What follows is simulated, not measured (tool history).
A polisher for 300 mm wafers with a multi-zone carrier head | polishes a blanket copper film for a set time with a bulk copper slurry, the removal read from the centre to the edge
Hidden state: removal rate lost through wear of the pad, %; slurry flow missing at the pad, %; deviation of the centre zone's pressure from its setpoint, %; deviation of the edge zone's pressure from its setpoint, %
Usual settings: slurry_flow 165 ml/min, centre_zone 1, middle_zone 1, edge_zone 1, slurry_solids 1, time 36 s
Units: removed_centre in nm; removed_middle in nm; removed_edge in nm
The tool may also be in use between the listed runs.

run,hour,slurry_flow,centre_zone,middle_zone,edge_zone,slurry_solids,time,wafers since the last listed run,wafers polished on this pad,hours since the slurry nozzle was cleaned,hours since the centre zone pressure was calibrated,hours since the edge zone pressure was calibrated,hours since the carrier head's membrane was replaced,"incoming thickness of the incoming film, nm",removed_centre,removed_middle,removed_edge
1,0,165,1,1,1,1,36,0,2393,196.3,979.4,823.5,33.7,2576.2,312.5,316.7,312.6
# hour 47.9: worn pad replaced by a new one
2,58.5,165,1,1,1,1,36,902,175,254.8,1037.9,882,92.2,2623.4,331,320.2,332.7
3,113.7,165,0.93,1,1,1,36,914,1090,310,1093.1,937.2,147.4,2631.5,296.3,312.1,314.4
# hour 138.8: slurry nozzle cleaned
4,158.5,165,1,1,1,1,36,725,1815,19.7,1137.9,982,192.2,2606.8,310.9,313.6,312.6
5,201.1,165,1,1,1,1,36,705,2521,62.3,1180.5,1024.6,234.8,2619.9,310.6,312.9,310
# hour 259.6: worn pad replaced by a new one
# hour 376.1: edge zone pressure recalibrated
6,408.5,165,1,1,1,1,36,3336,2432,269.7,1387.9,32.4,442.2,2591.9,312.5,306.9,305.7
# hour 427.1: worn pad replaced by a new one
7,440,165,1.06,1,1,1,36,455,213,301.2,1419.4,63.9,473.7,2603.2,354,325.9,327
# hour 476.5: centre zone pressure recalibrated
8,480.2,165,1,1,1,1,36,632,846,341.4,3.7,104.1,513.9,2636.3,326.2,315,322.5
9,532.1,165,1,1,1,1,36,859,1706,393.3,55.6,156,565.8,2610.9,313.9,310.2,320.4
# hour 550.5: slurry nozzle cleaned
10,566.5,165,1,1,1,1,36,553,2259,16,90,190.4,600.2,2594,312.9,309,312.1
# hour 601.2: worn pad replaced by a new one, of another model than before
11,638.3,165,1,1,1.11,0.7,36,1123,614,87.8,161.8,262.2,672,2625.1,301.1,299.6,314
12,664.7,165,0.93,0.89,1,1,36,437,1051,114.2,188.2,288.6,698.4,2606.8,296.6,283,325.1
13,700.6,165,1,1,1.04,1,36,594,1646,150.1,224.1,324.5,734.3,2599.6,314.8,314.3,320.6
# hour 748.1: carrier head's membrane replaced by a new one
14,754.4,120,1,1.04,1,0.85,24,808,2454,203.9,277.9,378.3,6.3,2626.3,169.7,175.8,178.9
# hour 774.6: worn pad replaced by a new one
# hour 873.6: slurry nozzle cleaned
15,913.9,165,1,1,0.96,1,36,2559,2291,40.3,437.4,537.8,165.8,2630.1,311.6,308.5,306.6
16,944.7,215,0.93,0.89,1,1,36,510,2801,71.1,468.2,568.6,196.6,2656.5,313.4,295.3,321.7

5 ways to go on from here, each from the tool as it stands after run 16. What would each give?
A,945.1,165,1,1,1,1,36,6,2808,71.5,468.6,569,197,2654.7,?,?,?
B,945.1,165,0.96,1,1,1,23,6,2808,71.5,468.6,569,197,2654.7,?,?,?
C,945.1,215,1,0.95,1,1,36,6,2808,71.5,468.6,569,197,2654.7,?,?,?
D,945.1,110,1,1,1,1.2,36,6,2808,71.5,468.6,569,197,2654.7,?,?,?
E,945.1,165,1,0.92,1,1,36,6,2808,71.5,468.6,569,197,2654.7,?,?,?

run,removed_centre,removed_middle,removed_edge
A,309.5,312.4,316.4
B,189.7,199.7,202.1
C,330.9,317.8,331
D,245.6,257.3,281.3
E,309.3,291.3,316.7
Without the tool's hidden state the same runs would have given:
run,removed_centre,removed_middle,removed_edge
A,331.4,334.6,338.8
B,203.2,213.8,216.5
C,354.4,340.3,354.4
D,263,275.5,301.2
E,331.2,312,339.2
